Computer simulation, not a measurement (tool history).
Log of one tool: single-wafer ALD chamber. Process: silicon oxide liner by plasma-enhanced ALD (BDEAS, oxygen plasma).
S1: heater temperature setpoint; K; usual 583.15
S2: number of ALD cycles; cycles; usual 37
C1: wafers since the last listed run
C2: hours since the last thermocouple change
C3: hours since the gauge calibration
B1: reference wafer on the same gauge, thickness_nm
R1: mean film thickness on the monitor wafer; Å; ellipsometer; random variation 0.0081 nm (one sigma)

| run | hour | S1 | S2 | C1 | C2 | C3 | B1 | R1 |
|---|---|---|---|---|---|---|---|---|
| 1 | 0.0 | 572.15 | 31 | 0 | 2267.7 | 475.1 | 3.393 | 28.10 |
| 2 | 50.5 | 583.15 | 37 | 323 | 2318.2 | 525.6 | 3.395 | 32.96 |
| 3 | 80.2 | 583.15 | 37 | 190 | 2347.9 | 555.3 | 3.395 | 32.79 |
| 4 | 116.4 | 583.15 | 37 | 232 | 2384.1 | 591.5 | 3.397 | 32.86 |
| 5 | 168.9 | 583.15 | 37 | 336 | 2436.6 | 644.0 | 3.397 | 32.87 |
| 6 | 239.2 | 583.15 | 37 | 450 | 2506.9 | 714.3 | 3.399 | 32.95 |
| 7 | 266.4 | 583.15 | 33 | 174 | 2534.1 | 741.5 | 3.398 | 29.25 |
|  | 286.5 | thermocouple changed; heater temperature recalibrated |
| 8 | 306.5 | 594.15 | 39 | 205 | 20.0 | 781.6 | 3.403 | 34.11 |
| 9 | 367.3 | 573.15 | 37 | 389 | 80.8 | 842.4 | 3.399 | 33.48 |
|  | 415.4 | gauge calibrated |
| 10 | 437.2 | 588.15 | 37 | 448 | 150.7 | 21.8 | 3.358 | 32.20 |
| 11 | 483.8 | 595.15 | 42 | 298 | 197.3 | 68.4 | 3.365 | 36.05 |
| 12 | 524.1 | 568.15 | 43 | 258 | 237.6 | 108.7 | 3.368 | 39.34 |
| 13 | 561.1 | 583.15 | 37 | 237 | 274.6 | 145.7 | 3.368 | 32.58 |
| 14 | 602.4 | 583.15 | 40 | 264 | 315.9 | 187.0 | 3.377 | 35.32 |

Run 15 comes next. What will it give?
| 15 | 651.4 | 587.15 | 40 | 314 | 364.9 | 236.0 | ? | ? |

{"run 15": {"B1": 3.376, "R1": 35.13}}
Without the tool's hidden state the same run would have given R1 34.83 Å.

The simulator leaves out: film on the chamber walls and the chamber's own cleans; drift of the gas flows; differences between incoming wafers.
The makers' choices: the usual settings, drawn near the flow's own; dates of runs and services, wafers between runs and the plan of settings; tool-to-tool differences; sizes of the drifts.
